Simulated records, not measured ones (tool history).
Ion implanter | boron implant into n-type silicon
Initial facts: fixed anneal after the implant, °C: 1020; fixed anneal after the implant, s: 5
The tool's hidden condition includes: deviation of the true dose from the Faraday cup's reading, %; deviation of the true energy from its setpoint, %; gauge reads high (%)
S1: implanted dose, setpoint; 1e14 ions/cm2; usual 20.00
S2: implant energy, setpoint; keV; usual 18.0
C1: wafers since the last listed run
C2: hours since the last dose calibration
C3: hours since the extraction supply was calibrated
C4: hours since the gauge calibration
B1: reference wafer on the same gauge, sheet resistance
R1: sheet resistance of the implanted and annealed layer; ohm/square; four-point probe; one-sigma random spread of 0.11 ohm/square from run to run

run   hour     S1    S2   C1      C2      C3     C4     B1     R1
  1    0.0  20.00  18.0    0  2344.8  2678.5  149.3  81.61  76.16
  2   14.0  20.00  18.0  200  2358.8  2692.5  163.3  81.68  76.00
  3   24.1  20.00  18.0  144  2368.9  2702.6  173.4  81.71  76.32
  4   38.7  20.00  18.0  209  2383.5  2717.2  188.0  81.83  76.13
  5   51.8  20.00  23.0  188  2396.6  2730.3  201.1  81.91  71.43
      56.0  -- gauge calibrated
  6   63.8  20.00  23.0  172  2408.6  2742.3    7.8  81.16  70.79
      74.5  -- Faraday cup replaced and dose calibrated
  7   76.0  20.00  18.0   60     1.5  2754.5   20.0  81.17  75.59
      85.8  -- extraction supply calibrated
  8   86.1  20.00  18.0   30    11.6     0.3   30.1  81.18  75.59
  9   93.3  15.78  13.5  103    18.8     7.5   37.3  81.21  93.27
 10  105.3  18.35  14.0  172    30.8    19.5   49.3  81.22  86.08
 11  120.5  14.11  18.0  218    46.0    34.7   64.5  81.23  91.09
 12  130.5  20.00  20.0  143    56.0    44.7   74.5  81.30  73.36
 13  142.1  20.00  22.0  166    67.6    56.3   86.1  81.28  71.41
 14  159.3  21.67  16.0  246    84.8    73.5  103.3  81.34  76.69
 15  166.7  20.00  18.0  106    92.2    80.9  110.7  81.37  75.88
 16  184.0  20.00  18.0  248   109.5    98.2  128.0  81.44  76.06

Branching from run 16: 5 alternative next runs. What would each branch give?
  A  184.4  20.00  18.0   5  109.9  98.6  128.4   ?   ?
  B  184.4  18.44  18.0   5  109.9  98.6  128.4   ?   ?
  C  184.4  17.78  12.0   5  109.9  98.6  128.4   ?   ?
  D  184.4  14.97  20.5   5  109.9  98.6  128.4   ?   ?
  E  184.4  15.87  12.5   5  109.9  98.6  128.4   ?   ?

run     B1     R1
  A  81.43  76.10
  B  81.43  78.99
  C  81.43  93.84
  D  81.43  85.98
  E  81.43  96.28
Without the tool's hidden state the same runs would have given:
run     R1
  A  75.88
  B  78.75
  C  93.56
  D  85.73
  E  95.99

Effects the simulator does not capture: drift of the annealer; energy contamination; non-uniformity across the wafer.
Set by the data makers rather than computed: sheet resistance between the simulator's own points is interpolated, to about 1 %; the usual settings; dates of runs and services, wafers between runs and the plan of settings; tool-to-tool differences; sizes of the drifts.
